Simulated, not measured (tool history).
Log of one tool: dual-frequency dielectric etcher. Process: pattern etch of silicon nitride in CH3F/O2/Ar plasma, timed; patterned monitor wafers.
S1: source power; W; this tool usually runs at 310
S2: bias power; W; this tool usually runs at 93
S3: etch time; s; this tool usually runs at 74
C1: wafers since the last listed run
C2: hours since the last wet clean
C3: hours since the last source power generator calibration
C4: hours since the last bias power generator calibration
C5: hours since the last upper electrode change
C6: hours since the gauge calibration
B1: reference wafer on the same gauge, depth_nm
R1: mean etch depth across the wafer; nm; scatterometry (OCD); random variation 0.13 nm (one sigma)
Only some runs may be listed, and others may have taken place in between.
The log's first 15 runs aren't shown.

| run | hour | S1 | S2 | S3 | C1 | C2 | C3 | C4 | C5 | C6 | B1 | R1 |
|---|---|---|---|---|---|---|---|---|---|---|---|---|
| 16 | 861.3 | 380 | 93 | 54 | 671 | 211.2 | 342.9 | 324.1 | 418.9 | 1074.6 | 39.5 | 40.3 |
| 17 | 913.4 | 310 | 108 | 60.5 | 490 | 263.3 | 395 | 376.2 | 471 | 1126.7 | 39.5 | 43.4 |
| 18 | 950.8 | 310 | 93 | 74 | 352 | 300.7 | 432.4 | 413.6 | 508.4 | 1164.1 | 39.5 | 49.5 |
| 19 | 978.4 | 310 | 80 | 74 | 259 | 328.3 | 460 | 441.2 | 536 | 1191.7 | 39.5 | 46.3 |
|  | 988.6 | gauge calibrated |
| 20 | 1046.7 | 310 | 87 | 65.5 | 643 | 396.6 | 528.3 | 509.5 | 604.3 | 58.1 | 39.5 | 42.8 |
| 21 | 1072.9 | 310 | 114 | 74 | 246 | 422.8 | 554.5 | 535.7 | 630.5 | 84.3 | 39.5 | 54.7 |
|  | 1104.4 | wet clean of the chamber |
| 22 | 1132.2 | 310 | 93 | 74 | 332 | 27.8 | 613.8 | 595 | 689.8 | 143.6 | 39.5 | 49.1 |
| 23 | 1156.5 | 310 | 93 | 74 | 228 | 52.1 | 638.1 | 619.3 | 714.1 | 167.9 | 39.5 | 49.1 |
| 24 | 1213 | 380 | 93 | 89 | 531 | 108.6 | 694.6 | 675.8 | 770.6 | 224.4 | 39.5 | 66.6 |
| 25 | 1249.1 | 250 | 93 | 74 | 339 | 144.7 | 730.7 | 711.9 | 806.7 | 260.5 | 39.5 | 43.2 |
| 26 | 1313.5 | 310 | 75 | 59 | 606 | 209.1 | 795.1 | 776.3 | 871.1 | 324.9 | 39.5 | 35.7 |
| 27 | 1426.3 | 240 | 93 | 62.5 | 1062 | 321.9 | 907.9 | 889.1 | 983.9 | 437.7 | 39.5 | 35.6 |
| 28 | 1473.3 | 250 | 78 | 53.5 | 442 | 368.9 | 954.9 | 936.1 | 1030.9 | 484.7 | 39.5 | 28.9 |
| 29 | 1513.3 | 310 | 93 | 74 | 376 | 408.9 | 994.9 | 976.1 | 1070.9 | 524.7 | 39.5 | 49.8 |
| 30 | 1555 | 350 | 84 | 86 | 392 | 450.6 | 1036.6 | 1017.8 | 1112.6 | 566.4 | 39.5 | 59.4 |
|  | 1601.2 | wet clean of the chamber |
| 31 | 1620.4 | 310 | 93 | 74 | 389 | 19.2 | 1102 | 1083.2 | 1178 | 631.8 | 39.5 | 48.9 |

Alternative continuations, all from the tool just after run 31; predict every row:
| A | 1620.8 | 270 | 93 | 74 | 3 | 19.6 | 1102.4 | 1083.6 | 1178.4 | 632.2 | ? | ? |
| B | 1620.8 | 310 | 93 | 85 | 3 | 19.6 | 1102.4 | 1083.6 | 1178.4 | 632.2 | ? | ? |
| C | 1620.8 | 260 | 114 | 58 | 3 | 19.6 | 1102.4 | 1083.6 | 1178.4 | 632.2 | ? | ? |

| run | B1 | R1 |
|---|---|---|
| A | 39.6 | 45.1 |
| B | 39.6 | 56.4 |
| C | 39.6 | 37.9 |
With the hidden condition removed and each run's random variation left untouched, the same runs would have given:
| run | R1 |
|---|---|
| A | 44.2 |
| B | 55.3 |
| C | 37.2 |

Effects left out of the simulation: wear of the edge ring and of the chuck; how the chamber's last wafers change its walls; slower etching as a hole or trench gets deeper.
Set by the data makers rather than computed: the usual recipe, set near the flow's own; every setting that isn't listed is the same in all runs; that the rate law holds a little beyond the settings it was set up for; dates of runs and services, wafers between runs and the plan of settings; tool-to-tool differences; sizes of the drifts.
